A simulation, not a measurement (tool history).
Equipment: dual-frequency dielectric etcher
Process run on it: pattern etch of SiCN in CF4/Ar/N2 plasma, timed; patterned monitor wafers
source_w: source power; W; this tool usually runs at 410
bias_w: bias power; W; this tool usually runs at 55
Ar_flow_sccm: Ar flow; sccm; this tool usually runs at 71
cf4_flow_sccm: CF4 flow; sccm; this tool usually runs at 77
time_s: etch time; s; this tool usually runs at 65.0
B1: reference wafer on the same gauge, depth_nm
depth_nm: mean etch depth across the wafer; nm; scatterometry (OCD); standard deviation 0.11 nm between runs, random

{"run": 1, "hour": 0.0, "source_w": 410, "bias_w": 55, "Ar_flow_sccm": 65, "cf4_flow_sccm": 88, "time_s": 65.0, "B1": 53.9, "depth_nm": 51.0}
{"hour": 122.9, "done": "wet clean of the chamber"}
{"hour": 154.4, "done": "source power generator calibrated"}
{"run": 2, "hour": 169.8, "source_w": 410, "bias_w": 55, "Ar_flow_sccm": 65, "cf4_flow_sccm": 88, "time_s": 65.0, "B1": 54.0, "depth_nm": 51.0}
{"run": 3, "hour": 268.6, "source_w": 410, "bias_w": 55, "Ar_flow_sccm": 71, "cf4_flow_sccm": 77, "time_s": 65.0, "B1": 54.0, "depth_nm": 49.4}
{"run": 4, "hour": 376.3, "source_w": 410, "bias_w": 55, "Ar_flow_sccm": 71, "cf4_flow_sccm": 77, "time_s": 65.0, "B1": 54.0, "depth_nm": 49.5}
{"run": 5, "hour": 442.1, "source_w": 410, "bias_w": 55, "Ar_flow_sccm": 71, "cf4_flow_sccm": 77, "time_s": 65.0, "B1": 54.0, "depth_nm": 49.3}
{"run": 6, "hour": 501.4, "source_w": 380, "bias_w": 55, "Ar_flow_sccm": 71, "cf4_flow_sccm": 63, "time_s": 65.0, "B1": 54.0, "depth_nm": 44.5}
{"run": 7, "hour": 578.6, "source_w": 410, "bias_w": 55, "Ar_flow_sccm": 71, "cf4_flow_sccm": 77, "time_s": 65.0, "B1": 54.0, "depth_nm": 49.6}
{"hour": 635.2, "done": "CF4 flow controller replaced"}
{"run": 8, "hour": 639.4, "source_w": 480, "bias_w": 55, "Ar_flow_sccm": 71, "cf4_flow_sccm": 77, "time_s": 73.0, "B1": 54.0, "depth_nm": 64.5}
{"hour": 700.6, "done": "wet clean of the chamber"}
{"run": 9, "hour": 702.9, "source_w": 380, "bias_w": 55, "Ar_flow_sccm": 71, "cf4_flow_sccm": 63, "time_s": 65.0, "B1": 54.0, "depth_nm": 44.6}
{"hour": 771.1, "done": "upper electrode replaced"}
{"run": 10, "hour": 771.6, "source_w": 410, "bias_w": 55, "Ar_flow_sccm": 71, "cf4_flow_sccm": 77, "time_s": 65.0, "B1": 54.0, "depth_nm": 49.7}
{"hour": 789.9, "done": "Ar flow controller replaced"}
{"run": 11, "hour": 808.5, "source_w": 410, "bias_w": 62, "Ar_flow_sccm": 71, "cf4_flow_sccm": 71, "time_s": 78.0, "B1": 54.0, "depth_nm": 60.5}
{"run": 12, "hour": 891.3, "source_w": 410, "bias_w": 62, "Ar_flow_sccm": 79, "cf4_flow_sccm": 59, "time_s": 65.0, "B1": 54.0, "depth_nm": 48.1}
{"run": 13, "hour": 943.7, "source_w": 380, "bias_w": 45, "Ar_flow_sccm": 56, "cf4_flow_sccm": 77, "time_s": 80.0, "B1": 54.0, "depth_nm": 55.7}
{"hour": 988.6, "done": "gauge calibrated"}
{"run": 14, "hour": 1035.9, "source_w": 410, "bias_w": 55, "Ar_flow_sccm": 71, "cf4_flow_sccm": 77, "time_s": 65.0, "B1": 54.0, "depth_nm": 49.5}
{"hour": 1099.5, "done": "bias power generator calibrated"}
{"run": 15, "hour": 1121.5, "source_w": 460, "bias_w": 55, "Ar_flow_sccm": 84, "cf4_flow_sccm": 77, "time_s": 65.0, "B1": 54.0, "depth_nm": 53.8}
{"hour": 1188.8, "done": "wet clean of the chamber"}
{"run": 16, "hour": 1226.5, "source_w": 360, "bias_w": 50, "Ar_flow_sccm": 71, "cf4_flow_sccm": 85, "time_s": 77.0, "B1": 54.0, "depth_nm": 51.5}
{"run": 17, "hour": 1315.0, "source_w": 410, "bias_w": 43, "Ar_flow_sccm": 64, "cf4_flow_sccm": 77, "time_s": 54.5, "B1": 54.0, "depth_nm": 39.9}
{"run": 18, "hour": 1372.7, "source_w": 410, "bias_w": 65, "Ar_flow_sccm": 71, "cf4_flow_sccm": 77, "time_s": 65.0, "B1": 54.0, "depth_nm": 51.1}
{"run": 19, "hour": 1473.4, "source_w": 440, "bias_w": 55, "Ar_flow_sccm": 71, "cf4_flow_sccm": 83, "time_s": 65.0, "B1": 54.0, "depth_nm": 53.3}
{"run": 20, "hour": 1527.3, "source_w": 410, "bias_w": 61, "Ar_flow_sccm": 71, "cf4_flow_sccm": 77, "time_s": 65.0, "B1": 54.1, "depth_nm": 50.4}
{"run": 21, "hour": 1624.6, "source_w": 350, "bias_w": 61, "Ar_flow_sccm": 82, "cf4_flow_sccm": 77, "time_s": 46.5, "B1": 54.0, "depth_nm": 30.7}
{"run": 22, "hour": 1688.7, "source_w": 410, "bias_w": 68, "Ar_flow_sccm": 71, "cf4_flow_sccm": 90, "time_s": 58.0, "B1": 54.0, "depth_nm": 47.3}

Branching from run 22: 3 alternative next runs. What would each branch give?
{"run": "A", "hour": 1689.1, "source_w": 410, "bias_w": 55, "Ar_flow_sccm": 71, "cf4_flow_sccm": 77, "time_s": 65.0, "B1": "?", "depth_nm": "?"}
{"run": "B", "hour": 1689.1, "source_w": 480, "bias_w": 55, "Ar_flow_sccm": 71, "cf4_flow_sccm": 87, "time_s": 65.0, "B1": "?", "depth_nm": "?"}
{"run": "C", "hour": 1689.1, "source_w": 440, "bias_w": 55, "Ar_flow_sccm": 71, "cf4_flow_sccm": 90, "time_s": 55.0, "B1": "?", "depth_nm": "?"}

run=A B1=54.0 depth_nm=49.2
run=B B1=54.0 depth_nm=58.1
run=C B1=54.0 depth_nm=45.6
Take away the tool's hidden state, keep each run's random variation, and the runs would have read:
run=A depth_nm=49.1
run=B depth_nm=58.0
run=C depth_nm=45.5
